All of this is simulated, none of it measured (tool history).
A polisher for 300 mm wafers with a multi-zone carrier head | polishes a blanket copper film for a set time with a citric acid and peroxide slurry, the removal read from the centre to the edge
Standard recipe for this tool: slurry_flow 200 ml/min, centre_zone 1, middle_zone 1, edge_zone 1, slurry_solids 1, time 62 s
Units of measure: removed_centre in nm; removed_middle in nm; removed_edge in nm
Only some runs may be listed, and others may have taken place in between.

| run | hour | slurry_flow | centre_zone | middle_zone | edge_zone | slurry_solids | time | incoming thickness of the incoming film, nm | removed_centre | removed_middle | removed_edge |
|---|---|---|---|---|---|---|---|---|---|---|---|
| 1 | 0 | 200 | 1 | 1 | 1 | 1 | 62 | 598.9 | 100.5 | 97.4 | 98.9 |
| 2 | 59.1 | 200 | 1 | 1 | 1 | 1 | 62 | 599.3 | 98.1 | 94.4 | 93.8 |
| 3 | 92.5 | 200 | 1 | 1 | 1 | 1 | 62 | 605.3 | 95.9 | 89.7 | 90 |
|  | 108.5 | worn pad replaced by a new one |
| 4 | 118.1 | 200 | 1 | 1 | 1 | 1 | 62 | 613.6 | 105.5 | 98.2 | 100.8 |
| 5 | 153.6 | 200 | 1 | 1 | 1 | 1 | 62 | 587.6 | 104.6 | 99 | 98 |
| 6 | 213.3 | 200 | 1 | 1 | 1 | 1 | 62 | 606.1 | 103.2 | 94.3 | 93.6 |
|  | 229.9 | slurry nozzle cleaned |
|  | 234.2 | worn pad replaced by a new one |
| 7 | 261.7 | 200 | 1 | 1 | 1 | 1 | 62 | 605.9 | 109.1 | 98.7 | 99.6 |
| 8 | 294.1 | 155 | 1 | 1 | 1 | 1 | 76 | 598.3 | 124.5 | 115.3 | 117 |
|  | 342.9 | centre zone pressure recalibrated |
| 9 | 355.7 | 200 | 0.95 | 1 | 1 | 1 | 77 | 601.4 | 114.9 | 114.8 | 115.7 |
|  | 364.4 | worn pad replaced by a new one |
| 10 | 413.8 | 200 | 1 | 1 | 1 | 1 | 62 | 593.2 | 103.3 | 98.5 | 99.2 |
|  | 428.6 | carrier head's membrane replaced by a new one |
|  | 441.9 | edge zone pressure recalibrated |
| 11 | 475.9 | 200 | 1 | 1 | 1 | 1.15 | 62 | 589.6 | 100.5 | 96.5 | 96.6 |
|  | 511.5 | worn pad replaced by a new one |
|  | 594 | slurry nozzle cleaned |
| 12 | 604.6 | 145 | 1.05 | 1 | 1 | 0.8 | 62 | 605.5 | 92.3 | 85.8 | 87.9 |
| 13 | 636 | 200 | 1 | 1 | 1 | 1 | 55 | 606.6 | 86.2 | 81.7 | 82.3 |
|  | 654.7 | worn pad replaced by a new one |
| 14 | 677.9 | 200 | 1 | 1 | 1 | 1.15 | 62 | 591.2 | 108 | 101.3 | 101.9 |
| 15 | 712.5 | 200 | 1 | 1 | 1 | 1 | 62 | 612.5 | 104.9 | 97.5 | 99.1 |

What if the next run were any one of these 5? Each begins from the tool's condition after run 15:
| A | 712.9 | 200 | 1 | 1 | 1 | 1 | 62 | 605 | ? | ? | ? |
| B | 712.9 | 200 | 0.89 | 0.97 | 1 | 1 | 72 | 605 | ? | ? | ? |
| C | 712.9 | 200 | 1 | 0.89 | 0.88 | 1 | 78 | 605 | ? | ? | ? |
| D | 712.9 | 200 | 1 | 1 | 1 | 0.75 | 62 | 605 | ? | ? | ? |
| E | 712.9 | 200 | 1 | 1 | 0.95 | 1 | 62 | 605 | ? | ? | ? |

| run | removed_centre | removed_middle | removed_edge |
|---|---|---|---|
| A | 100.9 | 97.9 | 98.1 |
| B | 104.2 | 111.7 | 114 |
| C | 126.8 | 115 | 116.4 |
| D | 94.8 | 92 | 92.3 |
| E | 100.9 | 97.9 | 95.8 |
Without the tool's hidden state the same runs would have given:
| run | removed_centre | removed_middle | removed_edge |
|---|---|---|---|
| A | 100.4 | 100.2 | 100.5 |
| B | 103.6 | 114.3 | 116.7 |
| C | 126.2 | 117.7 | 119.2 |
| D | 94.4 | 94.2 | 94.5 |
| E | 100.4 | 100.2 | 98 |
